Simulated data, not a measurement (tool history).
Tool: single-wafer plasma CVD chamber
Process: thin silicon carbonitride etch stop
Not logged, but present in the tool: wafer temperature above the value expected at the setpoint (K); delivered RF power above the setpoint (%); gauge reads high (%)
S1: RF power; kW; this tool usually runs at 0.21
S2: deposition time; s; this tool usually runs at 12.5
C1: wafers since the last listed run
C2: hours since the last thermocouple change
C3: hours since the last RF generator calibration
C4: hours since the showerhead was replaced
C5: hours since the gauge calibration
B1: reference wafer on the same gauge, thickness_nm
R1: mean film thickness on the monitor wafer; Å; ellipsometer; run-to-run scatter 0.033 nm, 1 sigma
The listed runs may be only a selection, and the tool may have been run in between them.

{"run": 1, "day": 0.0, "S1": 0.19, "S2": 12.5, "C1": 0, "C2": 1534.1, "C3": 1128.8, "C4": 3178.1, "C5": 1030.6, "B1": 8.32, "R1": 68.67}
{"run": 2, "day": 4.358, "S1": 0.21, "S2": 12.5, "C1": 3880, "C2": 1638.7, "C3": 1233.4, "C4": 3282.7, "C5": 1135.2, "B1": 8.316, "R1": 72.48}
{"run": 3, "day": 6.212, "S1": 0.21, "S2": 12.5, "C1": 1650, "C2": 1683.2, "C3": 1277.9, "C4": 3327.2, "C5": 1179.7, "B1": 8.316, "R1": 73.23}
{"day": 8.312, "done": "RF generator calibrated"}
{"run": 4, "day": 8.888, "S1": 0.21, "S2": 12.5, "C1": 2084, "C2": 1747.4, "C3": 13.8, "C4": 3391.4, "C5": 1243.9, "B1": 8.317, "R1": 72.38}
{"run": 5, "day": 10.529, "S1": 0.21, "S2": 12.5, "C1": 1461, "C2": 1786.8, "C3": 53.2, "C4": 3430.8, "C5": 1283.3, "B1": 8.308, "R1": 72.07}
{"run": 6, "day": 20.367, "S1": 0.21, "S2": 12.5, "C1": 8758, "C2": 2022.9, "C3": 289.3, "C4": 3666.9, "C5": 1519.4, "B1": 8.269, "R1": 72.04}
{"run": 7, "day": 21.942, "S1": 0.21, "S2": 12.5, "C1": 1402, "C2": 2060.7, "C3": 327.1, "C4": 3704.7, "C5": 1557.2, "B1": 8.276, "R1": 72.53}
{"run": 8, "day": 25.212, "S1": 0.21, "S2": 11.1, "C1": 2912, "C2": 2139.2, "C3": 405.6, "C4": 3783.2, "C5": 1635.7, "B1": 8.273, "R1": 64.03}
{"run": 9, "day": 29.038, "S1": 0.195, "S2": 12.5, "C1": 3405, "C2": 2231, "C3": 497.4, "C4": 3875, "C5": 1727.5, "B1": 8.256, "R1": 69.74}
{"run": 10, "day": 32.758, "S1": 0.21, "S2": 13.8, "C1": 3312, "C2": 2320.3, "C3": 586.7, "C4": 3964.3, "C5": 1816.8, "B1": 8.256, "R1": 79.8}
{"run": 11, "day": 35.058, "S1": 0.21, "S2": 13.8, "C1": 2047, "C2": 2375.5, "C3": 641.9, "C4": 4019.5, "C5": 1872, "B1": 8.257, "R1": 79.68}
{"run": 12, "day": 38.775, "S1": 0.21, "S2": 12.5, "C1": 3308, "C2": 2464.7, "C3": 731.1, "C4": 4108.7, "C5": 1961.2, "B1": 8.227, "R1": 71.75}
{"run": 13, "day": 41.067, "S1": 0.21, "S2": 12.5, "C1": 2040, "C2": 2519.7, "C3": 786.1, "C4": 4163.7, "C5": 2016.2, "B1": 8.228, "R1": 71.94}
{"run": 14, "day": 43.521, "S1": 0.21, "S2": 12.5, "C1": 2184, "C2": 2578.6, "C3": 845, "C4": 4222.6, "C5": 2075.1, "B1": 8.213, "R1": 71.79}
{"run": 15, "day": 46.362, "S1": 0.21, "S2": 12.5, "C1": 2529, "C2": 2646.8, "C3": 913.2, "C4": 4290.8, "C5": 2143.3, "B1": 8.207, "R1": 71.75}
{"day": 50.367, "done": "thermocouple changed; heater temperature recalibrated"}
{"run": 16, "day": 55.754, "S1": 0.21, "S2": 12.5, "C1": 8064, "C2": 129.3, "C3": 1138.6, "C4": 4516.2, "C5": 2368.7, "B1": 8.168, "R1": 71.17}
{"run": 17, "day": 58.075, "S1": 0.21, "S2": 13.8, "C1": 2066, "C2": 185, "C3": 1194.3, "C4": 4571.9, "C5": 2424.4, "B1": 8.163, "R1": 78.27}
{"day": 60.054, "done": "RF generator calibrated"}
{"run": 18, "day": 62.096, "S1": 0.21, "S2": 13.7, "C1": 3282, "C2": 281.5, "C3": 49, "C4": 4668.4, "C5": 2520.9, "B1": 8.157, "R1": 77.59}
{"run": 19, "day": 64.854, "S1": 0.21, "S2": 12.5, "C1": 2455, "C2": 347.7, "C3": 115.2, "C4": 4734.6, "C5": 2587.1, "B1": 8.147, "R1": 70.93}
{"run": 20, "day": 67.612, "S1": 0.175, "S2": 10.3, "C1": 2455, "C2": 413.9, "C3": 181.4, "C4": 4800.8, "C5": 2653.3, "B1": 8.142, "R1": 53.37}
{"day": 72.012, "done": "gauge calibrated"}
{"run": 21, "day": 78.362, "S1": 0.21, "S2": 12.5, "C1": 9570, "C2": 671.9, "C3": 439.4, "C4": 5058.8, "C5": 152.4, "B1": 8.314, "R1": 72.84}
{"run": 22, "day": 80.242, "S1": 0.21, "S2": 12.5, "C1": 1673, "C2": 717, "C3": 484.5, "C4": 5103.9, "C5": 197.5, "B1": 8.316, "R1": 72.48}
{"run": 23, "day": 82.45, "S1": 0.175, "S2": 11.7, "C1": 1966, "C2": 770, "C3": 537.5, "C4": 5156.9, "C5": 250.5, "B1": 8.324, "R1": 61.88}
{"run": 24, "day": 86.525, "S1": 0.195, "S2": 15, "C1": 3627, "C2": 867.8, "C3": 635.3, "C4": 5254.7, "C5": 348.3, "B1": 8.324, "R1": 84.43}
{"day": 87.012, "done": "showerhead replaced"}
{"run": 25, "day": 90.992, "S1": 0.23, "S2": 12.5, "C1": 3679, "C2": 975, "C3": 742.5, "C4": 95.5, "C5": 455.5, "B1": 8.318, "R1": 75.52}
{"run": 26, "day": 93.258, "S1": 0.17, "S2": 13.2, "C1": 2018, "C2": 1029.4, "C3": 796.9, "C4": 149.9, "C5": 509.9, "B1": 8.315, "R1": 68.22}
{"run": 27, "day": 95.438, "S1": 0.21, "S2": 12.5, "C1": 1940, "C2": 1081.7, "C3": 849.2, "C4": 202.2, "C5": 562.2, "B1": 8.312, "R1": 72.24}
{"run": 28, "day": 97.062, "S1": 0.175, "S2": 10.4, "C1": 1446, "C2": 1120.7, "C3": 888.2, "C4": 241.2, "C5": 601.2, "B1": 8.304, "R1": 55.14}
{"run": 29, "day": 100.121, "S1": 0.21, "S2": 14.5, "C1": 2722, "C2": 1194.1, "C3": 961.6, "C4": 314.6, "C5": 674.6, "B1": 8.31, "R1": 83.84}
{"run": 30, "day": 104.279, "S1": 0.19, "S2": 14.1, "C1": 3702, "C2": 1293.9, "C3": 1061.4, "C4": 414.4, "C5": 774.4, "B1": 8.31, "R1": 76.95}
{"run": 31, "day": 108.475, "S1": 0.175, "S2": 13.7, "C1": 3735, "C2": 1394.6, "C3": 1162.1, "C4": 515.1, "C5": 875.1, "B1": 8.298, "R1": 72.64}
{"day": 114.867, "done": "RF generator calibrated"}
{"run": 32, "day": 121.712, "S1": 0.19, "S2": 13.4, "C1": 11488, "C2": 1712.3, "C3": 164.3, "C4": 832.8, "C5": 1192.8, "B1": 8.277, "R1": 73.61}
{"run": 33, "day": 126.125, "S1": 0.17, "S2": 13.7, "C1": 3928, "C2": 1818.2, "C3": 270.2, "C4": 938.7, "C5": 1298.7, "B1": 8.265, "R1": 71.44}
{"run": 34, "day": 129.742, "S1": 0.175, "S2": 14.9, "C1": 3219, "C2": 1905, "C3": 357, "C4": 1025.5, "C5": 1385.5, "B1": 8.257, "R1": 78.36}

Alternative continuations, all from the tool just after run 34; predict every row:
{"run": "A", "day": 129.758, "S1": 0.175, "S2": 12.5, "C1": 14, "C2": 1905.4, "C3": 357.4, "C4": 1025.9, "C5": 1385.9, "B1": "?", "R1": "?"}
{"run": "B", "day": 129.758, "S1": 0.195, "S2": 13.8, "C1": 14, "C2": 1905.4, "C3": 357.4, "C4": 1025.9, "C5": 1385.9, "B1": "?", "R1": "?"}
{"run": "C", "day": 129.758, "S1": 0.21, "S2": 13.4, "C1": 14, "C2": 1905.4, "C3": 357.4, "C4": 1025.9, "C5": 1385.9, "B1": "?", "R1": "?"}
{"run": "D", "day": 129.758, "S1": 0.225, "S2": 13.6, "C1": 14, "C2": 1905.4, "C3": 357.4, "C4": 1025.9, "C5": 1385.9, "B1": "?", "R1": "?"}
{"run": "E", "day": 129.758, "S1": 0.225, "S2": 12.5, "C1": 14, "C2": 1905.4, "C3": 357.4, "C4": 1025.9, "C5": 1385.9, "B1": "?", "R1": "?"}

run=A B1=8.276 R1=65.61
run=B B1=8.276 R1=76.61
run=C B1=8.276 R1=77.13
run=D B1=8.276 R1=80.85
run=E B1=8.276 R1=74.31
Stripped of hidden state, with their random variation kept, the same runs would have yielded:
run=A R1=66.16
run=B R1=77.25
run=C R1=77.77
run=D R1=81.52
run=E R1=74.93
